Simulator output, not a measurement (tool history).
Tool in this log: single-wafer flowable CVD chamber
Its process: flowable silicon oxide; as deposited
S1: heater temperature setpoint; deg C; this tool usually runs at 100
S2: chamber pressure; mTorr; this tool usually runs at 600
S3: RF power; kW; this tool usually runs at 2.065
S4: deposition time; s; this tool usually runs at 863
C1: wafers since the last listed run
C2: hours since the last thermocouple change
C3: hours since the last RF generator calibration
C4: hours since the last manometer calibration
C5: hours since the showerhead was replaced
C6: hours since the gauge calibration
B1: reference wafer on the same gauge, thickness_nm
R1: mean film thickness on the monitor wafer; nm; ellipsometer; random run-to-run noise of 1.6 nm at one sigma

run,hour,S1,S2,S3,S4,C1,C2,C3,C4,C5,C6,B1,R1
1,0,100,600,2.065,863,0,1818.1,2238.7,1892.6,7360.9,219.3,387.894,330.251
2,25.9,100,600,2.065,863,55,1844,2264.6,1918.5,7386.8,245.2,388.036,328.574
3,58.9,106,600,2.065,989,70,1877,2297.6,1951.5,7419.8,278.2,388.093,309.888
4,92.5,106,600,2.065,989,72,1910.6,2331.2,1985.1,7453.4,311.8,387.865,307.535
5,117.3,91,600,1.93,863,53,1935.4,2356,2009.9,7478.2,336.6,388.219,438.757
6,150.3,100,644,2.215,863,70,1968.4,2389,2042.9,7511.2,369.6,388.036,355.73
7,172,100,644,2.215,863,46,1990.1,2410.7,2064.6,7532.9,391.3,388.238,355.015
8,187.4,100,600,2.065,863,33,2005.5,2426.1,2080,7548.3,406.7,388.012,327.234
# hour 217.9: capacitance manometer re-zeroed and calibrated
9,218.4,100,600,2.065,863,49,2036.5,2457.1,0.5,7579.3,437.7,387.799,326.902
10,238.9,100,600,2.065,863,44,2057,2477.6,21,7599.8,458.2,387.71,325.436
11,268.4,100,600,2.065,863,63,2086.5,2507.1,50.5,7629.3,487.7,388.098,325.956
12,285.9,100,600,2.065,863,37,2104,2524.6,68,7646.8,505.2,387.596,326.669
# hour 305.6: RF generator calibrated
13,322.1,100,600,2.065,823,60,2140.2,16.5,104.2,7683,541.4,388.459,310.823
14,344.2,100,735,2.065,863,47,2162.3,38.6,126.3,7705.1,563.5,387.822,393.812
15,372,100,717,1.655,863,59,2190.1,66.4,154.1,7732.9,591.3,388.17,370.867
# hour 387.4: thermocouple changed; heater temperature recalibrated
16,387.9,100,472,1.835,928,16,0.5,82.3,170,7748.8,607.2,387.751,249.326
17,401.2,109,600,2.065,863,28,13.8,95.6,183.3,7762.1,620.5,387.86,222.948
# hour 402.8: gauge calibrated
# hour 414.1: showerhead replaced
18,419.2,100,503,1.86,810,21,31.8,113.6,201.3,5.1,16.4,387.719,231.743
19,451.7,86,517,1.675,1033,69,64.3,146.1,233.8,37.6,48.9,387.948,467.131
# hour 487.8: thermocouple changed; heater temperature recalibrated, repeated, since the last time left the tool worse
20,488.3,100,600,2.065,863,61,0.5,182.7,270.4,74.2,85.5,388.371,379.022
21,512.3,113,709,2.065,863,51,24.5,206.7,294.4,98.2,109.5,387.853,288.176
22,537.5,100,600,2.065,988,54,49.7,231.9,319.6,123.4,134.7,388.288,430.251
23,573.3,106,600,2.275,912,76,85.5,267.7,355.4,159.2,170.5,387.88,326.749
24,591.4,100,600,2.065,823,38,103.6,285.8,373.5,177.3,188.6,388.177,357.813
25,617,100,600,2.065,863,55,129.2,311.4,399.1,202.9,214.2,387.679,375
26,633.2,100,600,2.065,863,34,145.4,327.6,415.3,219.1,230.4,387.967,370.561
27,659.6,86,490,2.065,863,56,171.8,354,441.7,245.5,256.8,388.011,485.664

5 options for the next run, each taken on its own from the tool as it stands now. Forecast them:
A,660.2,100,600,2.065,863,1,172.4,354.6,442.3,246.1,257.4,?,?
B,660.2,105,457,2.22,814,1,172.4,354.6,442.3,246.1,257.4,?,?
C,660.2,96,600,2.065,1002,1,172.4,354.6,442.3,246.1,257.4,?,?
D,660.2,91,478,1.86,863,1,172.4,354.6,442.3,246.1,257.4,?,?
E,660.2,100,600,2.35,863,1,172.4,354.6,442.3,246.1,257.4,?,?

run,B1,R1
A,387.905,369.166
B,387.905,232.534
C,387.905,489.586
D,387.905,397.25
E,387.905,376.748
Without the tool's hidden state the same runs would have given:
run,R1
A,379.816
B,239.062
C,503.192
D,408.603
E,387.616

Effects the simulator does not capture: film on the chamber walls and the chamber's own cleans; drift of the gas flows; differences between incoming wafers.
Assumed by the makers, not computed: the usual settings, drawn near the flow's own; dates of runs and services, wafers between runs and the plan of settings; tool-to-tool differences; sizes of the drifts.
